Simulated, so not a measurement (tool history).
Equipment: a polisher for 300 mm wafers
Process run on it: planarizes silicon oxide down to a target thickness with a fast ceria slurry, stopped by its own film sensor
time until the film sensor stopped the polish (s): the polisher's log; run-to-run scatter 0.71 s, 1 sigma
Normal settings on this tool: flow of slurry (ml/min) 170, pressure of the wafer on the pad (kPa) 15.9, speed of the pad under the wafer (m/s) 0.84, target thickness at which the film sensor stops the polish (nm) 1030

| run | hour | flow of slurry (ml/min) | pressure of the wafer on the pad (kPa) | speed of the pad under the wafer (m/s) | target thickness at which the film sensor stops the polish (nm) | incoming thickness of the incoming film, nm | time until the film sensor stopped the polish (s) |
|---|---|---|---|---|---|---|---|
| 1 | 0.0 | 170 | 15.9 | 0.84 | 1030 | 1764.1 | 82.7 |
| 2 | 99.5 | 170 | 15.9 | 0.84 | 1030 | 1754.7 | 81.2 |
| 3 | 123.3 | 170 | 15.9 | 0.84 | 1108 | 1778.5 | 75.3 |
| 4 | 158.0 | 170 | 15.9 | 0.84 | 1108 | 1779.5 | 76.9 |
| 5 | 171.8 | 170 | 20.0 | 0.84 | 871 | 1753.1 | 80.4 |
| 6 | 203.1 | 170 | 15.9 | 0.84 | 858 | 1782.3 | 108.4 |
| 7 | 297.4 | 170 | 15.9 | 0.84 | 858 | 1781.2 | 103.1 |
| 8 | 324.1 | 170 | 15.9 | 0.84 | 858 | 1773.4 | 105.0 |
| 9 | 338.5 | 170 | 13.1 | 0.84 | 1030 | 1732.6 | 97.1 |
| 10 | 358.3 | 170 | 13.1 | 0.84 | 1030 | 1779.1 | 104.6 |
| 11 | 382.0 | 170 | 13.1 | 0.84 | 1030 | 1791.6 | 106.1 |
| 12 | 396.5 | 170 | 17.2 | 0.84 | 1030 | 1789.6 | 81.7 |
| 13 | 408.9 | 170 | 15.9 | 0.72 | 1030 | 1738.4 | 96.6 |
| 14 | 434.8 | 170 | 15.9 | 0.72 | 1030 | 1772.6 | 103.0 |
| 15 | 463.6 | 170 | 15.9 | 0.84 | 1030 | 1753.9 | 79.3 |
| 16 | 498.7 | 170 | 15.9 | 0.84 | 1030 | 1783.0 | 81.6 |
| 17 | 527.8 | 170 | 13.8 | 0.84 | 1030 | 1758.0 | 94.4 |
| 18 | 544.6 | 170 | 13.8 | 0.84 | 1030 | 1774.9 | 97.2 |
| 19 | 561.6 | 120 | 11.7 | 0.58 | 914 | 1749.8 | 197.8 |
| 20 | 577.6 | 170 | 15.9 | 0.84 | 1101 | 1789.6 | 79.1 |
| 21 | 597.6 | 170 | 15.9 | 0.66 | 1030 | 1777.2 | 110.6 |
| 22 | 631.7 | 170 | 20.0 | 0.84 | 952 | 1751.8 | 67.7 |
| 23 | 647.2 | 170 | 15.9 | 0.72 | 1030 | 1780.4 | 95.5 |
| 24 | 661.7 | 170 | 13.1 | 0.96 | 1194 | 1764.3 | 66.4 |
| 25 | 692.5 | 170 | 11.0 | 0.84 | 1030 | 1795.7 | 121.7 |
| 26 | 705.3 | 170 | 15.9 | 0.84 | 1030 | 1770.9 | 82.8 |
| 27 | 718.7 | 170 | 15.9 | 1.08 | 1030 | 1759.2 | 64.0 |
| 28 | 740.4 | 170 | 15.9 | 0.84 | 951 | 1761.2 | 92.1 |
| 29 | 774.9 | 215 | 13.8 | 0.84 | 773 | 1763.2 | 129.6 |
| 30 | 787.0 | 170 | 15.9 | 0.84 | 1030 | 1783.3 | 87.0 |
| 31 | 803.4 | 170 | 20.7 | 0.84 | 1030 | 1799.2 | 68.5 |
| 32 | 821.3 | 170 | 15.9 | 0.84 | 1030 | 1782.0 | 82.5 |
| 33 | 841.5 | 170 | 15.9 | 0.84 | 1030 | 1779.3 | 82.0 |
| 34 | 856.2 | 185 | 13.1 | 0.74 | 1155 | 1739.7 | 87.9 |
| 35 | 886.4 | 170 | 15.9 | 0.84 | 1030 | 1747.0 | 79.5 |
| 36 | 900.1 | 170 | 19.3 | 0.84 | 1030 | 1768.8 | 69.2 |
| 37 | 928.7 | 205 | 18.6 | 1.00 | 1030 | 1753.7 | 57.4 |

Put back what was entered between runs (7 entries, withheld): which listed runs does each sit between, and how does the hidden state differ from the listed run before to the listed run after?
After run 1, before run 2: worn pad replaced by a new one (hour 55.2)
  removal rate lost through wear of the pad, %: 5.84 -> 3.01
  measured minus no-state result, time until the film sensor stopped the polish (s): +4.8 -> +2.4
After run 6, before run 7: worn pad replaced by a new one (hour 238.6); slurry nozzle cleaned (hour 272.4)
  removal rate lost through wear of the pad, %: 7.77 -> 3.55
  measured minus no-state result, time until the film sensor stopped the polish (s): +8.4 -> +3.6
After run 14, before run 15: worn pad replaced by a new one (hour 450.0)
  removal rate lost through wear of the pad, %: 9.86 -> 1.31
  measured minus no-state result, time until the film sensor stopped the polish (s): +10.2 -> +1.1
After run 20, before run 21: head pressure recalibrated (hour 597.1)
  removal rate lost through wear of the pad, %: 6.54 -> 7.46
  measured minus no-state result, time until the film sensor stopped the polish (s): +5.2 -> +8.2
After run 21, before run 22: worn pad replaced by a new one (hour 625.6)
  removal rate lost through wear of the pad, %: 7.46 -> 0.567
  measured minus no-state result, time until the film sensor stopped the polish (s): +8.2 -> +0.4
After run 31, before run 32: worn pad replaced by a new one (hour 807.7)
  removal rate lost through wear of the pad, %: 8.45 -> 1.05
  measured minus no-state result, time until the film sensor stopped the polish (s): +5.8 -> +0.8
